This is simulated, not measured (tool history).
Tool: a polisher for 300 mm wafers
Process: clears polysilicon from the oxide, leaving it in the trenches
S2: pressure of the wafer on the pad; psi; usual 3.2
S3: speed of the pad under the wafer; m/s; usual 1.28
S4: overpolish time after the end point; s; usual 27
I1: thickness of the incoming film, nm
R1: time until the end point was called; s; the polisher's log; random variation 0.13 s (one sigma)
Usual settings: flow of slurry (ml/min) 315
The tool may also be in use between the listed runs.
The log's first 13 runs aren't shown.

run 14 hour=426.8 | flow_of_slurry_(ml/min)=315 S2=3.2 S3=1.28 S4=27 | I1=405.8 | R1=15.1
run 15 hour=453.4 | flow_of_slurry_(ml/min)=315 S2=3.2 S3=1.28 S4=27 | I1=399.0 | R1=14.9
run 16 hour=467.2 | flow_of_slurry_(ml/min)=315 S2=2.5 S3=1.62 S4=43 | I1=403.9 | R1=15.1
run 17 hour=480.2 | flow_of_slurry_(ml/min)=270 S2=3.8 S3=1.04 S4=15 | I1=401.0 | R1=15.6
run 18 hour=496.6 | flow_of_slurry_(ml/min)=315 S2=3.2 S3=1.28 S4=20 | I1=400.2 | R1=14.7
run 19 hour=512.9 | flow_of_slurry_(ml/min)=315 S2=3.2 S3=1.16 S4=12 | I1=397.2 | R1=16.2
-- hour=536.6 worn pad replaced by a new one
run 20 hour=538.6 | flow_of_slurry_(ml/min)=315 S2=2.2 S3=1.00 S4=14 | I1=394.9 | R1=26.9
run 21 hour=571.6 | flow_of_slurry_(ml/min)=245 S2=4.0 S3=1.28 S4=36 | I1=406.7 | R1=12.3
run 22 hour=587.6 | flow_of_slurry_(ml/min)=315 S2=3.2 S3=1.28 S4=27 | I1=401.9 | R1=14.8
-- hour=597.6 slurry nozzle cleaned
run 23 hour=609.5 | flow_of_slurry_(ml/min)=315 S2=3.2 S3=1.28 S4=27 | I1=397.6 | R1=14.8
run 24 hour=622.2 | flow_of_slurry_(ml/min)=315 S2=3.2 S3=1.28 S4=23 | I1=396.4 | R1=14.7
run 25 hour=653.3 | flow_of_slurry_(ml/min)=240 S2=3.2 S3=1.66 S4=22 | I1=398.0 | R1=11.6
run 26 hour=683.1 | flow_of_slurry_(ml/min)=315 S2=2.4 S3=1.28 S4=16 | I1=401.1 | R1=19.9
run 27 hour=717.8 | flow_of_slurry_(ml/min)=215 S2=2.1 S3=1.28 S4=16 | I1=399.9 | R1=23.6
run 28 hour=739.5 | flow_of_slurry_(ml/min)=350 S2=3.9 S3=1.42 S4=13 | I1=396.9 | R1=10.8
-- hour=765.7 worn pad replaced by a new one
run 29 hour=770.1 | flow_of_slurry_(ml/min)=210 S2=3.2 S3=1.28 S4=27 | I1=396.7 | R1=15.4
-- hour=788.1 slurry nozzle cleaned
run 30 hour=793.3 | flow_of_slurry_(ml/min)=315 S2=3.2 S3=1.28 S4=27 | I1=397.9 | R1=14.6
run 31 hour=807.4 | flow_of_slurry_(ml/min)=315 S2=3.2 S3=1.28 S4=27 | I1=394.5 | R1=14.2
run 32 hour=836.5 | flow_of_slurry_(ml/min)=315 S2=3.2 S3=1.28 S4=27 | I1=400.5 | R1=14.7
run 33 hour=854.0 | flow_of_slurry_(ml/min)=315 S2=3.2 S3=1.28 S4=27 | I1=407.3 | R1=15.2

5 ways to go on from here, each from the tool as it stands after run 33. What would each give?
run A hour=854.4 | flow_of_slurry_(ml/min)=315 S2=3.2 S3=1.28 S4=15 | I1=399.5 | R1=?
run B hour=854.4 | flow_of_slurry_(ml/min)=315 S2=3.2 S3=0.88 S4=38 | I1=399.5 | R1=?
run C hour=854.4 | flow_of_slurry_(ml/min)=395 S2=3.2 S3=1.56 S4=20 | I1=399.5 | R1=?
run D hour=854.4 | flow_of_slurry_(ml/min)=215 S2=2.8 S3=1.28 S4=19 | I1=399.5 | R1=?
run E hour=854.4 | flow_of_slurry_(ml/min)=315 S2=3.2 S3=1.46 S4=13 | I1=399.5 | R1=?

run=A R1=14.6
run=B R1=21.3
run=C R1=11.8
run=D R1=17.4
run=E R1=12.8
Without the tool's hidden state the same runs would have given:
run=A R1=14.6
run=B R1=21.3
run=C R1=11.8
run=D R1=17.4
run=E R1=12.8

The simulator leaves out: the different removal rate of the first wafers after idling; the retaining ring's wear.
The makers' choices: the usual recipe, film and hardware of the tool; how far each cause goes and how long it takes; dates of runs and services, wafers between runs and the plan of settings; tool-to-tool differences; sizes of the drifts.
